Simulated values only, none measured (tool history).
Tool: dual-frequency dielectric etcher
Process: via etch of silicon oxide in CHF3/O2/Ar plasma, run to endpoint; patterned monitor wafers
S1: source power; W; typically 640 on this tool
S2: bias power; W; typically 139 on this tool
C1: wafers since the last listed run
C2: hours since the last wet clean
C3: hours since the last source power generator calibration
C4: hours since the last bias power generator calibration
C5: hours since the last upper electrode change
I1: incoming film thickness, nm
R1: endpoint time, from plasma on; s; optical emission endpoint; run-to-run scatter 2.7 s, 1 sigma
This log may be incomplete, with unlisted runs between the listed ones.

| run | hour | S1 | S2 | C1 | C2 | C3 | C4 | C5 | I1 | R1 |
|---|---|---|---|---|---|---|---|---|---|---|
| 1 | 0 | 590 | 139 | 0 | 2.2 | 3405.3 | 3872.7 | 2492.8 | 796.9 | 472 |
| 2 | 26 | 640 | 139 | 105 | 28.2 | 3431.3 | 3898.7 | 2518.8 | 793.1 | 460.1 |
| 3 | 72.8 | 640 | 139 | 190 | 75 | 3478.1 | 3945.5 | 2565.6 | 794.1 | 456.7 |
| 4 | 140.1 | 710 | 124 | 273 | 142.3 | 3545.4 | 4012.8 | 2632.9 | 786.6 | 447.9 |
| 5 | 169.1 | 710 | 124 | 118 | 171.3 | 3574.4 | 4041.8 | 2661.9 | 796.1 | 455 |
| 6 | 200.3 | 710 | 124 | 127 | 202.5 | 3605.6 | 4073 | 2693.1 | 789.7 | 447.9 |
| 7 | 233.8 | 640 | 139 | 136 | 236 | 3639.1 | 4106.5 | 2726.6 | 790.2 | 450.5 |
| 8 | 293.6 | 640 | 139 | 243 | 295.8 | 3698.9 | 4166.3 | 2786.4 | 799.9 | 460.3 |
| 9 | 337.6 | 730 | 122 | 179 | 339.8 | 3742.9 | 4210.3 | 2830.4 | 794.2 | 449.6 |
| 10 | 391.5 | 730 | 122 | 219 | 393.7 | 3796.8 | 4264.2 | 2884.3 | 796.9 | 455.4 |
| 11 | 460.2 | 730 | 122 | 279 | 462.4 | 3865.5 | 4332.9 | 2953 | 801.6 | 457.8 |
|  | 496.8 | upper electrode replaced |
|  | 527.6 | wet clean of the chamber |
| 12 | 528.1 | 640 | 139 | 81 | 0.5 | 3933.4 | 4400.8 | 31.3 | 797.7 | 459.7 |
| 13 | 559.5 | 640 | 139 | 127 | 31.9 | 3964.8 | 4432.2 | 62.7 | 803 | 460.4 |
|  | 586.7 | bias power generator calibrated |
| 14 | 601.4 | 640 | 114 | 154 | 73.8 | 4006.7 | 14.7 | 104.6 | 801.3 | 495.3 |
| 15 | 626.8 | 640 | 139 | 103 | 99.2 | 4032.1 | 40.1 | 130 | 795 | 455.1 |
| 16 | 669.7 | 560 | 170 | 174 | 142.1 | 4075 | 83 | 172.9 | 795.7 | 447.8 |
| 17 | 733.4 | 640 | 139 | 259 | 205.8 | 4138.7 | 146.7 | 236.6 | 796.2 | 460.9 |
|  | 796.1 | source power generator calibrated |
| 18 | 797.2 | 640 | 139 | 243 | 269.6 | 1.1 | 210.5 | 300.4 | 794.5 | 457.4 |
| 19 | 842.8 | 640 | 111 | 185 | 315.2 | 46.7 | 256.1 | 346 | 793.8 | 499.6 |
| 20 | 888.7 | 640 | 162 | 186 | 361.1 | 92.6 | 302 | 391.9 | 795.2 | 430.9 |
| 21 | 943.2 | 790 | 129 | 221 | 415.6 | 147.1 | 356.5 | 446.4 | 795.9 | 431.9 |
|  | 996.1 | wet clean of the chamber |
| 22 | 996.6 | 780 | 110 | 119 | 0.5 | 200.5 | 409.9 | 499.8 | 794.4 | 456.8 |
| 23 | 1017.7 | 570 | 120 | 85 | 21.6 | 221.6 | 431 | 520.9 | 797.5 | 512.3 |
| 24 | 1087.8 | 770 | 139 | 285 | 91.7 | 291.7 | 501.1 | 591 | 801.1 | 432.2 |
| 25 | 1142.4 | 700 | 157 | 222 | 146.3 | 346.3 | 555.7 | 645.6 | 791.7 | 416.7 |
| 26 | 1171.2 | 510 | 167 | 117 | 175.1 | 375.1 | 584.5 | 674.4 | 794.8 | 468.8 |
| 27 | 1378.7 | 640 | 139 | 844 | 382.6 | 582.6 | 792 | 881.9 | 795 | 450.2 |
| 28 | 1414.2 | 730 | 151 | 144 | 418.1 | 618.1 | 827.5 | 917.4 | 793.8 | 414.9 |
|  | 1453.2 | wet clean of the chamber |
| 29 | 1453.7 | 720 | 159 | 63 | 0.5 | 657.6 | 867 | 956.9 | 798.2 | 411.9 |
| 30 | 1499.1 | 640 | 139 | 184 | 45.9 | 703 | 912.4 | 1002.3 | 791.2 | 461.4 |
| 31 | 1633.9 | 520 | 162 | 548 | 180.7 | 837.8 | 1047.2 | 1137.1 | 793.7 | 473.3 |
| 32 | 1689.9 | 540 | 118 | 227 | 236.7 | 893.8 | 1103.2 | 1193.1 | 793 | 521.2 |
| 33 | 1729.1 | 740 | 110 | 159 | 275.9 | 933 | 1142.4 | 1232.3 | 794.4 | 467.9 |
| 34 | 1783.5 | 520 | 118 | 221 | 330.3 | 987.4 | 1196.8 | 1286.7 | 795.3 | 531.7 |
| 35 | 1821.8 | 490 | 139 | 155 | 368.6 | 1025.7 | 1235.1 | 1325 | 796.9 | 512.3 |
|  | 1884 | wet clean of the chamber |
| 36 | 1884.5 | 640 | 139 | 157 | 0.5 | 1088.4 | 1297.8 | 1387.7 | 791.1 | 451.3 |

Give the tool's hidden conditions for every run:
etch rate over this chamber's usual, %: 0 on each run
source power that arrives over what is set, %: 0 on each run
bias power that arrives over what is set, %: 0 on each run
